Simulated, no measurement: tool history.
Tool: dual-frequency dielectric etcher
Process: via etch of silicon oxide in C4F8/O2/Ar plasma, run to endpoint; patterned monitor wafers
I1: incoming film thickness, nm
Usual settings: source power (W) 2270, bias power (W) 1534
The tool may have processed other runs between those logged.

run 1 hour=0 | source_power_(W)=2270 bias_power_(W)=1278 | I1=939.1 | endpoint_time_(s)=222.6
run 2 hour=16.9 | source_power_(W)=2270 bias_power_(W)=1359 | I1=932.2 | endpoint_time_(s)=220.5
run 3 hour=34.2 | source_power_(W)=2270 bias_power_(W)=1534 | I1=931.8 | endpoint_time_(s)=212.4
run 4 hour=51.3 | source_power_(W)=2270 bias_power_(W)=1534 | I1=921.4 | endpoint_time_(s)=208.4
run 5 hour=67.6 | source_power_(W)=2270 bias_power_(W)=1534 | I1=934.1 | endpoint_time_(s)=216.9
run 6 hour=78.5 | source_power_(W)=2270 bias_power_(W)=1534 | I1=947.7 | endpoint_time_(s)=216.4
run 7 hour=90.3 | source_power_(W)=2270 bias_power_(W)=1534 | I1=947.6 | endpoint_time_(s)=221.8
run 8 hour=99.4 | source_power_(W)=2270 bias_power_(W)=1534 | I1=939.1 | endpoint_time_(s)=218.3
-- hour=129.2 wet clean of the chamber
run 9 hour=129.7 | source_power_(W)=1850 bias_power_(W)=1534 | I1=936.5 | endpoint_time_(s)=224.3
run 10 hour=130.1 | source_power_(W)=1850 bias_power_(W)=1534 | I1=931.4 | endpoint_time_(s)=223.3
run 11 hour=144.9 | source_power_(W)=1850 bias_power_(W)=1534 | I1=946.4 | endpoint_time_(s)=230.7
-- hour=185.3 bias power generator calibrated
run 12 hour=194.7 | source_power_(W)=2270 bias_power_(W)=1534 | I1=930.4 | endpoint_time_(s)=206.5
run 13 hour=201.9 | source_power_(W)=2270 bias_power_(W)=1534 | I1=938.9 | endpoint_time_(s)=209.9
run 14 hour=209.6 | source_power_(W)=2270 bias_power_(W)=1534 | I1=931.6 | endpoint_time_(s)=209
run 15 hour=221.1 | source_power_(W)=2270 bias_power_(W)=1534 | I1=934.4 | endpoint_time_(s)=210.8
run 16 hour=232.5 | source_power_(W)=1910 bias_power_(W)=1758 | I1=937.3 | endpoint_time_(s)=217.4
run 17 hour=239 | source_power_(W)=1750 bias_power_(W)=1534 | I1=928.7 | endpoint_time_(s)=230.3
run 18 hour=255.5 | source_power_(W)=2270 bias_power_(W)=1534 | I1=936.8 | endpoint_time_(s)=209
run 19 hour=269.7 | source_power_(W)=2090 bias_power_(W)=1323 | I1=946.2 | endpoint_time_(s)=226.6
run 20 hour=281 | source_power_(W)=1740 bias_power_(W)=1534 | I1=937.6 | endpoint_time_(s)=233
run 21 hour=298.7 | source_power_(W)=1940 bias_power_(W)=1534 | I1=920.7 | endpoint_time_(s)=219.6
-- hour=305.4 source power generator calibrated
run 22 hour=312.7 | source_power_(W)=2270 bias_power_(W)=1534 | I1=935.9 | endpoint_time_(s)=209.6
run 23 hour=330.4 | source_power_(W)=2270 bias_power_(W)=1534 | I1=942.2 | endpoint_time_(s)=213.8
-- hour=358.2 upper electrode replaced
run 24 hour=358.7 | source_power_(W)=1750 bias_power_(W)=1534 | I1=931.2 | endpoint_time_(s)=235.2
run 25 hour=359.1 | source_power_(W)=2110 bias_power_(W)=1290 | I1=934.4 | endpoint_time_(s)=225.5
run 26 hour=365.4 | source_power_(W)=1850 bias_power_(W)=1362 | I1=942 | endpoint_time_(s)=237
run 27 hour=374.9 | source_power_(W)=2000 bias_power_(W)=1672 | I1=937 | endpoint_time_(s)=219.2
run 28 hour=388.9 | source_power_(W)=2270 bias_power_(W)=1534 | I1=945.3 | endpoint_time_(s)=215.5
run 29 hour=403 | source_power_(W)=2270 bias_power_(W)=1534 | I1=927.8 | endpoint_time_(s)=212.2
run 30 hour=411.6 | source_power_(W)=2530 bias_power_(W)=1534 | I1=935.9 | endpoint_time_(s)=203.2
run 31 hour=422.7 | source_power_(W)=2130 bias_power_(W)=1827 | I1=949.9 | endpoint_time_(s)=212.3
run 32 hour=433.5 | source_power_(W)=2640 bias_power_(W)=1315 | I1=935.7 | endpoint_time_(s)=204.9

What will run 33 give?
run 33 hour=446.7 | source_power_(W)=2710 bias_power_(W)=1534 | I1=935.6 | endpoint_time_(s)=?

Run 33 came out at endpoint time (s) 200.5.
Take away the tool's hidden state, keep the run-to-run variation as it was, and the same run would have given endpoint time (s) 193.5.

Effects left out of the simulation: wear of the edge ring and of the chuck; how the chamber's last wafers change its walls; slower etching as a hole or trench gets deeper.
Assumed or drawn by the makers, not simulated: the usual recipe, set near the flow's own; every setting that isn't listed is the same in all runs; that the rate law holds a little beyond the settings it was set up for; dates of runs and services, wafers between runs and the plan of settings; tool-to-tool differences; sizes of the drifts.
